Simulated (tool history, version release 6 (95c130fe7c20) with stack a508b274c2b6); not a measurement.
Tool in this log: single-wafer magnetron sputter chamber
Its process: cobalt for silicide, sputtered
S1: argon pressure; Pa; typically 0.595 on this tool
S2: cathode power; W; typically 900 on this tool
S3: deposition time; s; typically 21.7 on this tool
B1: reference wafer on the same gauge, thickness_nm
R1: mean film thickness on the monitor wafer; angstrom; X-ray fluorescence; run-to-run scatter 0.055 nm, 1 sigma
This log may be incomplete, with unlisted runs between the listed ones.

Run 1, hour 0.0: usual settings; B1 10.262. Result: R1 95.36 angstrom.
Run 2, hour 50.8: usual settings; B1 10.303. Result: R1 94.67 angstrom.
Run 3, hour 212.1: usual settings; B1 10.288. Result: R1 92.99 angstrom.
Run 4, hour 256.2: usual settings; B1 10.298. Result: R1 93.31 angstrom.
At hour 321.0: sputter target and shields replaced.
Run 5, hour 321.5: usual settings; B1 10.289. Result: R1 96.68 angstrom.
At hour 346.4: gauge calibrated.
At hour 361.4: capacitance manometer re-zeroed and calibrated.
Run 6, hour 388.3: usual settings; B1 10.269. Result: R1 94.30 angstrom.
At hour 430.4: magnet pack replaced, of another model than before.
Run 7, hour 446.1: usual settings; B1 10.274. Result: R1 92.82 angstrom.
Run 8, hour 472.1: usual settings; B1 10.281. Result: R1 93.64 angstrom.
Run 9, hour 507.7: usual settings but S1 0.812 Pa, S2 700 W; B1 10.256. Result: R1 76.34 angstrom.
Run 10, hour 576.2: usual settings but S1 0.655 Pa, S2 800 W, S3 24.0 s; B1 10.281. Result: R1 92.83 angstrom.
Run 11, hour 632.1: usual settings but S3 25.8 s; B1 10.265. Result: R1 109.14 angstrom.
Run 12, hour 660.3: usual settings; B1 10.280. Result: R1 92.02 angstrom.
At hour 688.2: sputter target and shields replaced.
Run 13, hour 731.9: usual settings but S1 0.769 Pa, S2 800 W, S3 25.7 s; B1 10.285. Result: R1 102.13 angstrom.
Run 14, hour 766.8: usual settings but S1 0.367 Pa, S2 850 W, S3 23.4 s; B1 10.252. Result: R1 103.09 angstrom.
Run 15, hour 814.3: usual settings but S2 700 W; B1 10.280. Result: R1 79.83 angstrom.
Run 16, hour 867.9: usual settings; B1 10.259. Result: R1 93.89 angstrom.
Run 17, hour 896.6: usual settings; B1 10.261. Result: R1 94.00 angstrom.

What if the next run were any one of these 4? Each begins from the tool's condition after run 17:
Run A, hour 897.0: usual settings but S3 20.3 s; B1 ?. Result: R1 ?.
Run B, hour 897.0: usual settings but S1 0.831 Pa, S2 800 W; B1 ?. Result: R1 ?.
Run C, hour 897.0: usual settings but S2 750 W; B1 ?. Result: R1 ?.
Run D, hour 897.0: usual settings but S1 0.827 Pa, S2 1100 W, S3 25.2 s; B1 ?. Result: R1 ?.

run      B1      R1
  A  10.247   87.83
  B  10.247   83.47
  C  10.247   83.10
  D  10.247  121.13
Stripped of hidden state, with their random variation kept, the same runs would have yielded:
run      R1
  A   91.20
  B   86.68
  C   86.30
  D  125.79
